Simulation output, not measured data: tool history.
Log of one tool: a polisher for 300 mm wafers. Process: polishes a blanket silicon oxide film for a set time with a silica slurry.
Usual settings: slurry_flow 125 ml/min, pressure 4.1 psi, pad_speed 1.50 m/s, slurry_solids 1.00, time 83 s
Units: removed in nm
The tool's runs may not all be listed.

run,hour,slurry_flow,pressure,pad_speed,slurry_solids,time,wafers since the last listed run,wafers polished on this pad,hours since the slurry nozzle was cleaned,hours since the head pressure was calibrated,hours since the slurry blender was calibrated,hours since the conditioning disc was replaced,"incoming thickness of the incoming film, nm",removed
1,0.0,125,4.1,1.50,1.00,70,0,2053,459.1,16.3,177.8,266.2,1607.6,302.1
2,75.3,125,4.1,1.50,1.00,83,472,2526,534.4,91.6,253.1,341.5,1641.7,358.9
# hour 102.5: slurry nozzle cleaned
3,121.9,125,4.1,1.50,1.00,83,286,2812,19.4,138.2,299.7,388.1,1623.7,355.9
# hour 141.6: worn pad replaced by a new one
4,195.7,125,4.1,1.50,1.00,105,437,339,93.2,212.0,373.5,461.9,1618.1,466.0
5,259.5,125,4.1,1.50,1.00,105,400,739,157.0,275.8,437.3,525.7,1651.8,467.9
# hour 268.0: conditioning disc replaced and pad reconditioned
# hour 293.2: slurry blender recalibrated
6,323.1,125,4.1,1.50,1.00,83,373,1113,220.6,339.4,29.9,55.1,1636.0,361.2
7,422.6,125,4.1,1.50,1.00,83,624,1738,320.1,438.9,129.4,154.6,1643.8,365.3
8,460.9,125,4.1,1.50,1.10,83,240,1978,358.4,477.2,167.7,192.9,1616.9,364.9
9,519.8,125,4.1,1.50,1.10,83,369,2347,417.3,536.1,226.6,251.8,1654.6,383.4
# hour 566.0: slurry nozzle cleaned
10,586.8,125,4.9,1.50,1.00,83,414,2762,20.8,603.1,293.6,318.8,1603.1,435.5
# hour 622.5: head pressure recalibrated
# hour 660.2: worn pad replaced by a new one
11,664.1,125,4.1,1.50,1.00,83,447,24,98.1,41.6,370.9,396.1,1626.0,362.2
12,720.6,125,4.1,1.50,1.00,83,354,378,154.6,98.1,427.4,452.6,1632.4,349.2
# hour 768.4: slurry blender recalibrated
13,769.8,155,4.1,0.98,0.80,83,296,674,203.8,147.3,1.4,501.8,1657.6,240.4
# hour 836.4: conditioning disc replaced and pad reconditioned
14,862.1,125,4.1,1.50,1.00,83,566,1241,296.1,239.6,93.7,25.7,1629.9,364.5
# hour 1041.9: slurry nozzle cleaned
15,1138.6,125,5.5,1.90,1.00,60,1728,2970,96.7,516.1,370.2,302.2,1618.3,430.3
# hour 1152.8: worn pad replaced by a new one
16,1201.5,125,4.1,1.26,1.10,83,369,305,159.6,579.0,433.1,365.1,1646.0,318.1
# hour 1293.3: slurry blender recalibrated
17,1293.8,150,4.1,1.50,0.85,83,566,872,251.9,671.3,0.5,457.4,1636.7,348.3
# hour 1327.9: conditioning disc replaced and pad reconditioned
# hour 1349.7: head pressure recalibrated
18,1370.4,125,4.1,1.50,1.00,59,455,1327,328.5,20.7,77.1,42.5,1619.4,254.6
19,1465.9,95,4.1,1.50,1.00,83,599,1926,424.0,116.2,172.6,138.0,1640.8,341.9
# hour 1506.1: slurry nozzle cleaned
20,1563.2,125,4.1,1.26,1.00,83,604,2531,57.1,213.5,269.9,235.3,1657.6,307.2
21,1606.6,125,4.1,1.50,1.00,83,272,2803,100.5,256.9,313.3,278.7,1620.6,365.7
# hour 1668.1: worn pad replaced by a new one
22,1712.0,125,3.4,1.26,1.00,83,636,275,205.9,362.3,418.7,384.1,1653.3,263.7
# hour 1775.0: slurry blender recalibrated
23,1775.4,125,4.6,1.84,1.00,83,385,660,269.3,425.7,0.4,447.5,1599.2,476.1
# hour 1810.5: conditioning disc replaced and pad reconditioned
24,1822.8,125,3.1,1.50,1.00,91,284,945,316.7,473.1,47.8,12.3,1631.1,306.0
25,1870.8,125,4.1,1.90,1.00,66,301,1246,364.7,521.1,95.8,60.3,1654.1,338.8
26,1907.7,125,3.6,1.50,0.75,57,231,1478,401.6,558.0,132.7,97.2,1641.8,198.8

The tool's hidden state at each run:
removal rate lost through wear of the pad, %: 0 in every run
slurry flow missing at the pad, %: 0 in every run
deviation of the head's pressure from its setpoint, %: 0 in every run
abrasive missing from the slurry, %: 0 in every run
time polished since the conditioner stopped cutting, s: 0 in every run

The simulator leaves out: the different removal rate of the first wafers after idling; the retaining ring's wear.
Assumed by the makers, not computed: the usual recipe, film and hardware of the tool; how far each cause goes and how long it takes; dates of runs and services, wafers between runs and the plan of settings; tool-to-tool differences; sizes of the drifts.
